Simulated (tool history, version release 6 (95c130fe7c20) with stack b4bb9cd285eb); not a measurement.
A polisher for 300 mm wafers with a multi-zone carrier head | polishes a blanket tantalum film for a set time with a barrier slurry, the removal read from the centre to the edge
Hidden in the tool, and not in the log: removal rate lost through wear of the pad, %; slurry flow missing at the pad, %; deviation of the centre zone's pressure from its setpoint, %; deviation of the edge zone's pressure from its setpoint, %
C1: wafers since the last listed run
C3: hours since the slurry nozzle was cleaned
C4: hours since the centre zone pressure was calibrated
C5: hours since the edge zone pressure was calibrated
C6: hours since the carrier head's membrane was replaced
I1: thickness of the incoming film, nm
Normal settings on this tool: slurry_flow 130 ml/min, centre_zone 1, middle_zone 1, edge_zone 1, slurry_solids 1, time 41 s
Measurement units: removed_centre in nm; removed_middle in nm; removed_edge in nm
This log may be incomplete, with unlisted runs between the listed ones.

{"run": 1, "hour": 0.0, "slurry_flow": 130, "centre_zone": 1, "middle_zone": 0.96, "edge_zone": 1, "slurry_solids": 1, "time": 50, "C1": 0, "wafers polished on this pad": 561, "C3": 187.4, "C4": 993, "C5": 619.2, "C6": 1597, "I1": 271.3, "removed_centre": 57.4, "removed_middle": 56.9, "removed_edge": 57.9}
{"run": 2, "hour": 27.3, "slurry_flow": 130, "centre_zone": 0.96, "middle_zone": 1, "edge_zone": 1, "slurry_solids": 1, "time": 41, "C1": 216, "wafers polished on this pad": 777, "C3": 214.7, "C4": 1020.3, "C5": 646.5, "C6": 1624.3, "I1": 270.5, "removed_centre": 45.4, "removed_middle": 47.8, "removed_edge": 47.5}
{"hour": 33.3, "done": "worn pad replaced by a new one"}
{"run": 3, "hour": 41.3, "slurry_flow": 130, "centre_zone": 0.96, "middle_zone": 1, "edge_zone": 1, "slurry_solids": 1, "time": 41, "C1": 79, "wafers polished on this pad": 63, "C3": 228.7, "C4": 1034.3, "C5": 660.5, "C6": 1638.3, "I1": 272.5, "removed_centre": 45.4, "removed_middle": 47.3, "removed_edge": 47.5}
{"run": 4, "hour": 68.3, "slurry_flow": 130, "centre_zone": 1, "middle_zone": 1, "edge_zone": 1, "slurry_solids": 1, "time": 41, "C1": 213, "wafers polished on this pad": 277, "C3": 255.7, "C4": 1061.3, "C5": 687.5, "C6": 1665.3, "I1": 269, "removed_centre": 46.4, "removed_middle": 47, "removed_edge": 48.2}
{"run": 5, "hour": 91.0, "slurry_flow": 130, "centre_zone": 1, "middle_zone": 1, "edge_zone": 1, "slurry_solids": 1, "time": 41, "C1": 179, "wafers polished on this pad": 457, "C3": 278.4, "C4": 1084, "C5": 710.2, "C6": 1688, "I1": 270.5, "removed_centre": 46.4, "removed_middle": 47, "removed_edge": 46.2}
{"run": 6, "hour": 118.6, "slurry_flow": 130, "centre_zone": 1, "middle_zone": 1, "edge_zone": 1, "slurry_solids": 1, "time": 41, "C1": 218, "wafers polished on this pad": 676, "C3": 306, "C4": 1111.6, "C5": 737.8, "C6": 1715.6, "I1": 270.5, "removed_centre": 45.3, "removed_middle": 45.5, "removed_edge": 45.8}
{"run": 7, "hour": 144.6, "slurry_flow": 130, "centre_zone": 1, "middle_zone": 1, "edge_zone": 1, "slurry_solids": 1, "time": 41, "C1": 206, "wafers polished on this pad": 882, "C3": 332, "C4": 1137.6, "C5": 763.8, "C6": 1741.6, "I1": 271.6, "removed_centre": 45.4, "removed_middle": 46.2, "removed_edge": 45.5}
{"hour": 148.9, "done": "worn pad replaced by a new one"}
{"run": 8, "hour": 162.8, "slurry_flow": 130, "centre_zone": 1, "middle_zone": 1.06, "edge_zone": 1, "slurry_solids": 1, "time": 41, "C1": 112, "wafers polished on this pad": 110, "C3": 350.2, "C4": 1155.8, "C5": 782, "C6": 1759.8, "I1": 270.3, "removed_centre": 45.6, "removed_middle": 47.7, "removed_edge": 46}
{"run": 9, "hour": 187.5, "slurry_flow": 130, "centre_zone": 1, "middle_zone": 1, "edge_zone": 1, "slurry_solids": 1, "time": 41, "C1": 195, "wafers polished on this pad": 306, "C3": 374.9, "C4": 1180.5, "C5": 806.7, "C6": 1784.5, "I1": 265.9, "removed_centre": 44.9, "removed_middle": 46.2, "removed_edge": 46.8}
{"run": 10, "hour": 211.6, "slurry_flow": 130, "centre_zone": 1, "middle_zone": 1, "edge_zone": 1, "slurry_solids": 1, "time": 41, "C1": 190, "wafers polished on this pad": 497, "C3": 399, "C4": 1204.6, "C5": 830.8, "C6": 1808.6, "I1": 267.9, "removed_centre": 45.2, "removed_middle": 45.3, "removed_edge": 46.5}
{"run": 11, "hour": 239.6, "slurry_flow": 130, "centre_zone": 1, "middle_zone": 1, "edge_zone": 1, "slurry_solids": 1, "time": 41, "C1": 221, "wafers polished on this pad": 718, "C3": 427, "C4": 1232.6, "C5": 858.8, "C6": 1836.6, "I1": 267.3, "removed_centre": 44.1, "removed_middle": 45.2, "removed_edge": 44.7}
{"hour": 252.3, "done": "worn pad replaced by a new one"}
{"run": 12, "hour": 265.3, "slurry_flow": 130, "centre_zone": 1.05, "middle_zone": 0.9, "edge_zone": 1, "slurry_solids": 0.85, "time": 36, "C1": 171, "wafers polished on this pad": 103, "C3": 452.7, "C4": 1258.3, "C5": 884.5, "C6": 1862.3, "I1": 269.7, "removed_centre": 37.1, "removed_middle": 33.6, "removed_edge": 36.9}
{"hour": 277.7, "done": "centre zone pressure recalibrated"}
{"run": 13, "hour": 284.7, "slurry_flow": 170, "centre_zone": 1, "middle_zone": 0.9, "edge_zone": 1, "slurry_solids": 1.3, "time": 41, "C1": 137, "wafers polished on this pad": 241, "C3": 472.1, "C4": 7, "C5": 903.9, "C6": 1881.7, "I1": 266.1, "removed_centre": 51.5, "removed_middle": 47.3, "removed_edge": 53.1}
{"hour": 342.3, "done": "edge zone pressure recalibrated"}
{"hour": 343.7, "done": "carrier head's membrane replaced by a new one"}
{"run": 14, "hour": 350.1, "slurry_flow": 110, "centre_zone": 1, "middle_zone": 1, "edge_zone": 1.05, "slurry_solids": 1, "time": 41, "C1": 491, "wafers polished on this pad": 732, "C3": 537.5, "C4": 72.4, "C5": 7.8, "C6": 6.4, "I1": 264.2, "removed_centre": 39.6, "removed_middle": 41.3, "removed_edge": 44.1}
{"hour": 357.1, "done": "worn pad replaced by a new one"}
{"hour": 358.3, "done": "slurry nozzle cleaned"}
{"run": 15, "hour": 373.2, "slurry_flow": 130, "centre_zone": 1, "middle_zone": 1, "edge_zone": 1, "slurry_solids": 1, "time": 41, "C1": 143, "wafers polished on this pad": 119, "C3": 14.9, "C4": 95.5, "C5": 30.9, "C6": 29.5, "I1": 270.8, "removed_centre": 49, "removed_middle": 47.5, "removed_edge": 47}
{"run": 16, "hour": 386.3, "slurry_flow": 130, "centre_zone": 1, "middle_zone": 0.96, "edge_zone": 1, "slurry_solids": 1, "time": 50, "C1": 103, "wafers polished on this pad": 223, "C3": 28, "C4": 108.6, "C5": 44, "C6": 42.6, "I1": 265.6, "removed_centre": 59, "removed_middle": 57, "removed_edge": 60.4}
{"run": 17, "hour": 409.9, "slurry_flow": 95, "centre_zone": 1.05, "middle_zone": 1, "edge_zone": 1, "slurry_solids": 1, "time": 41, "C1": 187, "wafers polished on this pad": 410, "C3": 51.6, "C4": 132.2, "C5": 67.6, "C6": 66.2, "I1": 265.8, "removed_centre": 45.7, "removed_middle": 44.7, "removed_edge": 44.6}

What will run 18 give?
{"run": 18, "hour": 443.9, "slurry_flow": 130, "centre_zone": 1.11, "middle_zone": 0.89, "edge_zone": 0.93, "slurry_solids": 1, "time": 41, "C1": 269, "wafers polished on this pad": 679, "C3": 85.6, "C4": 166.2, "C5": 101.6, "C6": 100.2, "I1": 269.9, "removed_centre": "?", "removed_middle": "?", "removed_edge": "?"}

Logged for run 18: removed_centre 51 nm, removed_middle 43 nm, removed_edge 47.6 nm.
Without the tool's hidden state the same run would have given removed_centre 52.5 nm, removed_middle 44.1 nm, removed_edge 48.4 nm.
